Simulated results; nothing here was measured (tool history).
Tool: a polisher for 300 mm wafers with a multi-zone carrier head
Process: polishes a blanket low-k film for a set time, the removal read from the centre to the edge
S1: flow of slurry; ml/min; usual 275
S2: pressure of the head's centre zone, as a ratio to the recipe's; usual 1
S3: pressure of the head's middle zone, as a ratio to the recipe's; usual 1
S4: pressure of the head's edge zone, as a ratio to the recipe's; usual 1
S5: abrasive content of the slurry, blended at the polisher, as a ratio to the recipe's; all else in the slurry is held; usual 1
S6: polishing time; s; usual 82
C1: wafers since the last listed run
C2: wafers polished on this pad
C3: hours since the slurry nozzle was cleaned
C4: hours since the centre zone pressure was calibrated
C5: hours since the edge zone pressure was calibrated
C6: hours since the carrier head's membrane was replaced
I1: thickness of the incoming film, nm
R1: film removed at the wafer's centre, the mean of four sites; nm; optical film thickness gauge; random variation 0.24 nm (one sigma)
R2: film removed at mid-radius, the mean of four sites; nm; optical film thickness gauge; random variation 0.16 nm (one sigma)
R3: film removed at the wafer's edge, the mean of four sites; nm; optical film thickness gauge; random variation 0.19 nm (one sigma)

run   hour   S1    S2    S3    S4    S5   S6   C1   C2     C3      C4     C5     C6     I1    R1    R2    R3
  1      0  275     1     1     1     1   82    0  302   28.6  1165.4  458.3  446.6  740.2  18.6  17.9  18.1
  2      8  275     1  1.03     1     1   82   55  358   36.6  1173.4  466.3  454.6  719.7  18.4  18.3  18.1
      14.9  -- edge zone pressure recalibrated
  3   18.7  340  1.08     1     1     1   82   60  418   47.3  1184.1    3.8  465.3    743  19.5  18.5  18.1
  4   51.8  275     1     1     1     1   82  228  647   80.4  1217.2   36.9  498.4  723.1  18.4  17.9    18
  5   60.7  275     1     1     1     1   82   61  709   89.3  1226.1   45.8  507.3  731.8  18.7  17.7  17.9
  6   75.7  275     1     1     1     1   82  103  812  104.3  1241.1   60.8  522.3    719    18    18  17.9
      86.1  -- worn pad replaced by a new one
  7   86.6  275     1  1.05     1     1   82   47    3  115.2    1252   71.7  533.2  727.1  18.2  18.7    18
  8     94  245  1.06     1     1     1   74   51   54  122.6  1259.4   79.1  540.6  732.8  17.1  15.7  16.3
  9  103.8  275     1  0.88     1  1.15   82   67  122  132.4  1269.2   88.9  550.4  731.5  19.3  16.9    19
 10  121.1  275     1     1     1     1   82  119  242  149.7  1286.5  106.2  567.7  728.8  18.6  17.7  17.8
     128.4  -- centre zone pressure recalibrated
     130.8  -- carrier head's membrane replaced by a new one
 11  137.8  275     1   1.1   1.1  1.15   82   84  327  166.4     9.4  122.9      7  723.7  19.4  20.3  19.8
 12  148.2  275     1  1.03     1     1   82   71  399  176.8    19.8  133.3   17.4  729.2  18.9  18.3  17.9
 13  165.7  275  0.91  1.08     1   1.1  103  121  520  194.3    37.3  150.8   34.9  742.2    23    25  23.9
 14  173.7  180  0.96     1  0.89     1   82   55  575  202.3    45.3  158.8   42.9  727.9  17.1    17  16.2
 15  191.5  275     1     1     1  1.25   82  123  698  220.1    63.1  176.6   60.7  720.2  19.8  19.4  19.4
 16  200.5  275     1     1     1     1   82   62  760  229.1    72.1  185.6   69.7  729.8  18.3  17.7  18.2
 17  217.9  275  0.89  0.94  0.97   0.8   82  120  881  246.5    89.5    203   87.1  735.9  15.6  15.3  15.9

The next listed run, before its measurement:
     226.4  -- worn pad replaced by a new one
 18   230  315   1  0.97  1.07   1  58  56  24  258.6  101.6  215.1  99.2  726   ?   ?   ?

R1: 13.4 nm
R2: 12.4 nm
R3: 13.2 nm
Without the tool's hidden state the same run would have given R1 13.4 nm, R2 12.4 nm, R3 13.2 nm.
